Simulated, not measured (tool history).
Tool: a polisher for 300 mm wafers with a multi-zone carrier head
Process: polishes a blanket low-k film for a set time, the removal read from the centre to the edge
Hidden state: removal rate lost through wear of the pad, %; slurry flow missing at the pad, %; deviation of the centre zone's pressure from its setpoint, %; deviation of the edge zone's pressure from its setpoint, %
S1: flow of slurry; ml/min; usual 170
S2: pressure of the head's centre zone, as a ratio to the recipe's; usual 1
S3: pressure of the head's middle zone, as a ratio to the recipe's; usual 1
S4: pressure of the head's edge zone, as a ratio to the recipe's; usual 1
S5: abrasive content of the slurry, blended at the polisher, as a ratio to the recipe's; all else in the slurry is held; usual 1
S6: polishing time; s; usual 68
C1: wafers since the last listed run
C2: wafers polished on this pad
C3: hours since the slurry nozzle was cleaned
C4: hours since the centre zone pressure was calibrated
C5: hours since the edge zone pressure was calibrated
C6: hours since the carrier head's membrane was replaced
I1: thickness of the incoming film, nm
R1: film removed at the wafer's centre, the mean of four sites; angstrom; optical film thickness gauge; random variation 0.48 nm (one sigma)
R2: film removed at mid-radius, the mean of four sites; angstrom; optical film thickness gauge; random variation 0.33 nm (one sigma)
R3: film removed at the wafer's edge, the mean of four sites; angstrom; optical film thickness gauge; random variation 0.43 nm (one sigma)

run 1 day=0 | S1=170 S2=1 S3=1 S4=1 S5=1 S6=68 | C1=0 C2=1342 C3=139.2 C4=464.7 C5=801.2 C6=1181.2 | I1=679.9 | R1=318 R2=305 R3=305
run 2 day=1.658 | S1=170 S2=1 S3=1.09 S4=1 S5=1 S6=68 | C1=500 C2=1842 C3=179 C4=504.5 C5=841 C6=1221 | I1=679 | R1=319 R2=326 R3=304
-- day=3.971 edge zone pressure recalibrated
run 3 day=4.396 | S1=170 S2=1 S3=1.09 S4=1 S5=1 S6=68 | C1=800 C2=2643 C3=244.7 C4=570.2 C5=10.2 C6=1286.7 | I1=669.8 | R1=298 R2=321 R3=305
-- day=5.792 slurry nozzle cleaned
run 4 day=5.954 | S1=170 S2=1 S3=1 S4=0.92 S5=1 S6=68 | C1=457 C2=3100 C3=3.9 C4=607.6 C5=47.6 C6=1324.1 | I1=676.2 | R1=298 R2=284 R3=291
-- day=8.346 worn pad replaced by a new one
run 5 day=8.367 | S1=170 S2=1 S3=1 S4=1 S5=1 S6=68 | C1=677 C2=6 C3=61.8 C4=665.5 C5=105.5 C6=1382 | I1=675.1 | R1=311 R2=314 R3=317
run 6 day=15.321 | S1=170 S2=1 S3=1 S4=1 S5=1 S6=68 | C1=2098 C2=2104 C3=228.7 C4=832.4 C5=272.4 C6=1548.9 | I1=673.4 | R1=308 R2=295 R3=303
run 7 day=18.258 | S1=170 S2=1 S3=1 S4=1 S5=1 S6=68 | C1=886 C2=2990 C3=299.2 C4=902.9 C5=342.9 C6=1619.4 | I1=678.5 | R1=302 R2=288 R3=295
-- day=18.7 slurry nozzle cleaned
-- day=19.042 centre zone pressure recalibrated
run 8 day=20.483 | S1=205 S2=1.09 S3=1 S4=0.89 S5=1 S6=52 | C1=633 C2=3624 C3=42.8 C4=34.6 C5=396.3 C6=1672.8 | I1=681.1 | R1=242 R2=226 R3=216
-- day=20.904 worn pad replaced by a new one
run 9 day=22.383 | S1=170 S2=1 S3=1 S4=1.11 S5=1 S6=68 | C1=522 C2=446 C3=88.4 C4=80.2 C5=441.9 C6=1718.4 | I1=676.7 | R1=315 R2=318 R3=331
run 10 day=24.042 | S1=170 S2=1 S3=1 S4=1.1 S5=1.2 S6=68 | C1=500 C2=946 C3=128.2 C4=120 C5=481.7 C6=1758.2 | I1=678.9 | R1=347 R2=332 R3=351
run 11 day=25.079 | S1=170 S2=0.95 S3=1.03 S4=1 S5=1.2 S6=57 | C1=313 C2=1259 C3=153.1 C4=144.9 C5=506.6 C6=1783.1 | I1=677.3 | R1=262 R2=280 R3=283
run 12 day=27.421 | S1=220 S2=1 S3=0.94 S4=1 S5=1.2 S6=68 | C1=706 C2=1965 C3=209.3 C4=201.1 C5=562.8 C6=1839.3 | I1=667.2 | R1=348 R2=324 R3=338
run 13 day=28.55 | S1=170 S2=1 S3=0.88 S4=1 S5=1 S6=68 | C1=340 C2=2306 C3=236.4 C4=228.2 C5=589.9 C6=1866.4 | I1=686.1 | R1=315 R2=279 R3=312
run 14 day=30.2 | S1=225 S2=1 S3=1.07 S4=1 S5=1 S6=89 | C1=497 C2=2804 C3=276 C4=267.8 C5=629.5 C6=1906 | I1=679 | R1=411 R2=432 R3=411
-- day=30.417 carrier head's membrane replaced by a new one
-- day=32.983 worn pad replaced by a new one
run 15 day=33.017 | S1=170 S2=1 S3=0.89 S4=1.04 S5=1 S6=68 | C1=736 C2=9 C3=343.6 C4=335.4 C5=697.1 C6=62.4 | I1=681.8 | R1=330 R2=285 R3=326
run 16 day=34.312 | S1=170 S2=1 S3=1 S4=0.96 S5=1 S6=58 | C1=390 C2=400 C3=374.7 C4=366.5 C5=728.2 C6=93.5 | I1=681.9 | R1=277 R2=274 R3=275
-- day=34.367 slurry nozzle cleaned
run 17 day=36.858 | S1=205 S2=1 S3=1.08 S4=1.05 S5=1 S6=68 | C1=755 C2=1156 C3=59.8 C4=427.6 C5=789.3 C6=154.6 | I1=679.8 | R1=337 R2=349 R3=329
-- day=37.338 edge zone pressure recalibrated
run 18 day=38.904 | S1=170 S2=1 S3=1 S4=1 S5=1 S6=68 | C1=592 C2=1748 C3=108.9 C4=476.7 C5=37.6 C6=203.7 | I1=688.7 | R1=316 R2=309 R3=318
run 19 day=40.062 | S1=215 S2=1 S3=1.06 S4=1 S5=1 S6=68 | C1=349 C2=2097 C3=136.7 C4=504.5 C5=65.4 C6=231.5 | I1=687.2 | R1=327 R2=338 R3=320
run 20 day=43 | S1=220 S2=1 S3=1 S4=1 S5=1.1 S6=68 | C1=886 C2=2983 C3=207.2 C4=575 C5=135.9 C6=302 | I1=689.3 | R1=331 R2=317 R3=329
run 21 day=44.996 | S1=170 S2=1 S3=1 S4=1 S5=1 S6=68 | C1=602 C2=3586 C3=255.1 C4=622.9 C5=183.8 C6=349.9 | I1=676.2 | R1=303 R2=293 R3=298
-- day=47.821 worn pad replaced by a new one
run 22 day=47.921 | S1=170 S2=1 S3=1 S4=1.09 S5=1 S6=76 | C1=832 C2=30 C3=325.3 C4=693.1 C5=254 C6=420.1 | I1=674.2 | R1=367 R2=358 R3=371

How the hidden state differs across the entries between the runs, from the last listed run before each to the first after it:
Between runs 2 and 3: edge zone pressure recalibrated (day 3.971)
  removal rate lost through wear of the pad, %: 5.61 -> 8.14
  measured less the result without the state, R1: -19 -> -26 angstrom; R2: -20 -> -29 angstrom; R3: -19 -> -27 angstrom
Between runs 3 and 4: slurry nozzle cleaned (day 5.792)
  removal rate lost through wear of the pad, %: 8.14 -> 9.99
  measured less the result without the state, R1: -26 -> -33 angstrom; R2: -29 -> -31 angstrom; R3: -27 -> -32 angstrom
Between runs 4 and 5: worn pad replaced by a new one (day 8.346)
  removal rate lost through wear of the pad, %: 9.99 -> 2.97
  measured less the result without the state, R1: -33 -> -9 angstrom; R2: -31 -> -9 angstrom; R3: -32 -> -10 angstrom
Between runs 7 and 8: slurry nozzle cleaned (day 18.7); centre zone pressure recalibrated (day 19.042)
  removal rate lost through wear of the pad, %: 9.04 -> 12.1
  measured less the result without the state, R1: -30 -> -34 angstrom; R2: -29 -> -31 angstrom; R3: -29 -> -29 angstrom
Between runs 8 and 9: worn pad replaced by a new one (day 20.904)
  removal rate lost through wear of the pad, %: 12.1 -> 1.37
  measured less the result without the state, R1: -34 -> -4 angstrom; R2: -31 -> -4 angstrom; R3: -29 -> -5 angstrom
Between runs 14 and 15: carrier head's membrane replaced by a new one (day 30.417); worn pad replaced by a new one (day 32.983)
  removal rate lost through wear of the pad, %: 6.58 -> 0.14
  measured less the result without the state, R1: -29 -> +0 angstrom; R2: -30 -> -1 angstrom; R3: -29 -> +0 angstrom
Between runs 16 and 17: slurry nozzle cleaned (day 34.367)
  removal rate lost through wear of the pad, %: 0.249 -> 1.07
  measured less the result without the state, R1: -1 -> -4 angstrom; R2: -1 -> -4 angstrom; R3: -1 -> -4 angstrom
Between runs 17 and 18: edge zone pressure recalibrated (day 37.338)
  removal rate lost through wear of the pad, %: 1.07 -> 2.31
  measured less the result without the state, R1: -4 -> -7 angstrom; R2: -4 -> -7 angstrom; R3: -4 -> -8 angstrom
Between runs 21 and 22: worn pad replaced by a new one (day 47.821)
  removal rate lost through wear of the pad, %: 9.06 -> 1.8
  measured less the result without the state, R1: -30 -> -7 angstrom; R2: -29 -> -6 angstrom; R3: -30 -> -7 angstrom

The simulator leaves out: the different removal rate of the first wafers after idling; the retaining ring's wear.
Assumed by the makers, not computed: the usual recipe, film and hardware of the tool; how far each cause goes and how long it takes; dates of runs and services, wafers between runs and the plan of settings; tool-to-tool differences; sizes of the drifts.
